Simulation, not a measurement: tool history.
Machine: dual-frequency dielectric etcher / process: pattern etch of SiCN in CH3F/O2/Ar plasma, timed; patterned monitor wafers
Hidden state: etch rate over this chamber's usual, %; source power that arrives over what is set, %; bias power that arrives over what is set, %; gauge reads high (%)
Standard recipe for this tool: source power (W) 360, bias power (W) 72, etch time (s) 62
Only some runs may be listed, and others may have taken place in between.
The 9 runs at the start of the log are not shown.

| run | day | source power (W) | bias power (W) | etch time (s) | wafers since the last listed run | hours since the last wet clean | hours since the last source power generator calibration | hours since the last bias power generator calibration | hours since the last upper electrode change | hours since the gauge calibration | read-back reference wafer on the same gauge, depth_nm | mean etch depth across the wafer (Å) |
|---|---|---|---|---|---|---|---|---|---|---|---|---|
|  | 4.6 | wet clean of the chamber |
| 10 | 4.621 | 360 | 72 | 77 | 104 | 0.5 | 2605.7 | 3349.9 | 63.1 | 243.6 | 24.82 | 277.4 |
| 11 | 4.633 | 400 | 85 | 54 | 3 | 0.8 | 2606 | 3350.2 | 63.4 | 243.9 | 24.83 | 214.6 |
| 12 | 4.646 | 360 | 61 | 62 | 3 | 1.1 | 2606.3 | 3350.5 | 63.7 | 244.2 | 24.82 | 217.5 |
| 13 | 5.008 | 310 | 84 | 55 | 87 | 9.8 | 2615 | 3359.2 | 72.4 | 252.9 | 24.88 | 193 |
|  | 5.725 | bias power generator calibrated |
| 14 | 6.512 | 360 | 72 | 62 | 321 | 45.9 | 2651.1 | 18.9 | 108.5 | 289 | 24.76 | 224.6 |
| 15 | 7.138 | 360 | 79 | 54.5 | 150 | 60.9 | 2666.1 | 33.9 | 123.5 | 304 | 24.78 | 202.1 |
|  | 7.504 | source power generator calibrated |
| 16 | 7.617 | 410 | 60 | 44 | 75 | 72.4 | 2.7 | 45.4 | 135 | 315.5 | 24.83 | 162.5 |
| 17 | 8.188 | 360 | 72 | 45 | 137 | 86.1 | 16.4 | 59.1 | 148.7 | 329.2 | 24.7 | 161.8 |
|  | 8.308 | gauge calibrated |
| 18 | 8.7 | 360 | 67 | 62 | 123 | 98.4 | 28.7 | 71.4 | 161 | 9.4 | 24.84 | 220.1 |
| 19 | 9.429 | 360 | 72 | 62 | 175 | 115.9 | 46.2 | 88.9 | 178.5 | 26.9 | 24.85 | 227.5 |
| 20 | 10.033 | 400 | 72 | 48.5 | 145 | 130.4 | 60.7 | 103.4 | 193 | 41.4 | 24.79 | 186.7 |
| 21 | 10.354 | 430 | 60 | 54 | 77 | 138.1 | 68.4 | 111.1 | 200.7 | 49.1 | 24.85 | 203.4 |
| 22 | 10.696 | 330 | 72 | 62 | 82 | 146.3 | 76.6 | 119.3 | 208.9 | 57.3 | 24.79 | 218.8 |
| 23 | 11.312 | 430 | 82 | 62 | 148 | 161.1 | 91.4 | 134.1 | 223.7 | 72.1 | 24.78 | 251.3 |
| 24 | 11.8 | 360 | 56 | 62 | 117 | 172.8 | 103.1 | 145.8 | 235.4 | 83.8 | 24.84 | 214.7 |
| 25 | 12.354 | 360 | 72 | 48.5 | 133 | 186.1 | 116.4 | 159.1 | 248.7 | 97.1 | 24.85 | 178.8 |
| 26 | 13.038 | 430 | 66 | 62 | 164 | 202.5 | 132.8 | 175.5 | 265.1 | 113.5 | 24.84 | 238.9 |
| 27 | 13.45 | 360 | 72 | 62 | 99 | 212.4 | 142.7 | 185.4 | 275 | 123.4 | 24.75 | 226 |
| 28 | 14.192 | 430 | 66 | 62 | 178 | 230.2 | 160.5 | 203.2 | 292.8 | 141.2 | 24.77 | 239.8 |
| 29 | 14.608 | 390 | 72 | 70.5 | 100 | 240.2 | 170.5 | 213.2 | 302.8 | 151.2 | 24.73 | 264.1 |
| 30 | 14.929 | 430 | 62 | 72 | 77 | 247.9 | 178.2 | 220.9 | 310.5 | 158.9 | 24.85 | 274.1 |

Here are 4 independent what-if runs from the current tool condition. What would each one return?
| A | 14.946 | 390 | 72 | 62 | 4 | 248.3 | 178.6 | 221.3 | 310.9 | 159.3 | ? | ? |
| B | 14.946 | 360 | 83 | 62 | 4 | 248.3 | 178.6 | 221.3 | 310.9 | 159.3 | ? | ? |
| C | 14.946 | 290 | 81 | 75 | 4 | 248.3 | 178.6 | 221.3 | 310.9 | 159.3 | ? | ? |
| D | 14.946 | 310 | 87 | 76.5 | 4 | 248.3 | 178.6 | 221.3 | 310.9 | 159.3 | ? | ? |

| run | read-back reference wafer on the same gauge, depth_nm | mean etch depth across the wafer (Å) |
|---|---|---|
| A | 24.77 | 233.4 |
| B | 24.77 | 233 |
| C | 24.77 | 254.6 |
| D | 24.77 | 272.3 |
With no hidden state in the tool, these same runs would have given:
| run | mean etch depth across the wafer (Å) |
|---|---|
| A | 233.4 |
| B | 233 |
| C | 254.6 |
| D | 272.3 |

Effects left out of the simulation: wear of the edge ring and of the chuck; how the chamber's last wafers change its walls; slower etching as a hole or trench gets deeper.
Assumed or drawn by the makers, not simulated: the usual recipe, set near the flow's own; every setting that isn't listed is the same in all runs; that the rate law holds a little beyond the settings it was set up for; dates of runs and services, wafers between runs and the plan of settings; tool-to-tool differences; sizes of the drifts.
